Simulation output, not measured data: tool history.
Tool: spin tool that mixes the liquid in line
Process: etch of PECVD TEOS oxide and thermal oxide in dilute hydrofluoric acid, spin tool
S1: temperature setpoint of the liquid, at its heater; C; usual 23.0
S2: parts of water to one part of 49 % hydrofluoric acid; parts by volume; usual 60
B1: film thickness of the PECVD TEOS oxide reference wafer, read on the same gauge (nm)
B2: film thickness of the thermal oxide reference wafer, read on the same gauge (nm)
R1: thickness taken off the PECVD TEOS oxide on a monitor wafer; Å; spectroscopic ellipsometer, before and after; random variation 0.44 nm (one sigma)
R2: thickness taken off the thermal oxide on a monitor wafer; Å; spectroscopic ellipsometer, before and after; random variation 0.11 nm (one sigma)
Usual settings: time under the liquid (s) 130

Run 1, hour 0.0: usual settings; B1 40.00; B2 80.01. Result: R1 607.2 Å, R2 122.5 Å.
At hour 53.9: gauge calibrated.
Run 2, hour 69.6: usual settings; B1 40.00; B2 80.01. Result: R1 610.7 Å, R2 121.7 Å.
Run 3, hour 131.6: usual settings; B1 40.00; B2 79.96. Result: R1 624.6 Å, R2 123.8 Å.
Run 4, hour 178.1: usual settings but S1 19.0 C; B1 39.99; B2 80.00. Result: R1 523.6 Å, R2 104.4 Å.
Run 5, hour 240.4: usual settings but S1 19.0 C; B1 40.00; B2 79.99. Result: R1 519.2 Å, R2 105.2 Å.
At hour 283.5: thermometer replaced.
Run 6, hour 298.3: usual settings but time under the liquid (s) 80; B1 40.00; B2 79.98. Result: R1 383.8 Å, R2 75.8 Å.
Run 7, hour 338.9: usual settings but time under the liquid (s) 80; B1 40.00; B2 79.99. Result: R1 383.6 Å, R2 77.6 Å.
Run 8, hour 380.9: usual settings but time under the liquid (s) 80; B1 39.99; B2 80.01. Result: R1 384.5 Å, R2 76.5 Å.
Run 9, hour 422.9: usual settings but S2 35 parts by volume; B1 40.01; B2 79.98. Result: R1 1093.0 Å, R2 221.0 Å.
At hour 448.8: hydrofluoric acid flow meter replaced.
Run 10, hour 473.4: usual settings but S1 19.0 C; B1 40.00; B2 80.01. Result: R1 472.9 Å, R2 94.0 Å.
Run 11, hour 521.9: usual settings; B1 39.99; B2 80.02. Result: R1 563.7 Å, R2 113.7 Å.
At hour 559.8: gauge calibrated.
Run 12, hour 570.3: usual settings but S1 20.5 C; B1 40.00; B2 80.00. Result: R1 515.6 Å, R2 102.6 Å.
Run 13, hour 640.2: usual settings but S1 27.5 C, S2 40 parts by volume, time under the liquid (s) 190; B1 40.02; B2 79.97. Result: R1 1558.7 Å, R2 308.4 Å.
Run 14, hour 685.6: usual settings but S1 18.0 C, S2 90 parts by volume, time under the liquid (s) 95; B1 39.99; B2 80.01. Result: R1 217.6 Å, R2 43.8 Å.
Run 15, hour 728.7: usual settings but S2 80 parts by volume, time under the liquid (s) 155; B1 40.00; B2 79.98. Result: R1 503.8 Å, R2 100.1 Å.
Run 16, hour 755.8: usual settings; B1 40.00; B2 80.01. Result: R1 569.6 Å, R2 114.6 Å.
Run 17, hour 800.4: usual settings but S1 18.5 C, S2 50 parts by volume; B1 40.00; B2 79.99. Result: R1 579.9 Å, R2 113.7 Å.

3 ways to go on from here, each from the tool as it stands after run 17. What would each give?
Run A, hour 800.9: usual settings but S2 80 parts by volume; B1 ?; B2 ?. Result: R1 ?, R2 ?.
Run B, hour 800.9: usual settings but time under the liquid (s) 180; B1 ?; B2 ?. Result: R1 ?, R2 ?.
Run C, hour 800.9: usual settings but S1 26.5 C, S2 80 parts by volume; B1 ?; B2 ?. Result: R1 ?, R2 ?.

run     B1     B2     R1     R2
  A  40.02  80.03  418.8   82.4
  B  40.02  80.03  792.3  156.0
  C  40.02  80.03  481.7   94.8
Without the tool's hidden state the same runs would have given:
run     R1     R2
  A  408.2   80.3
  B  772.7  152.1
  C  469.4   92.4
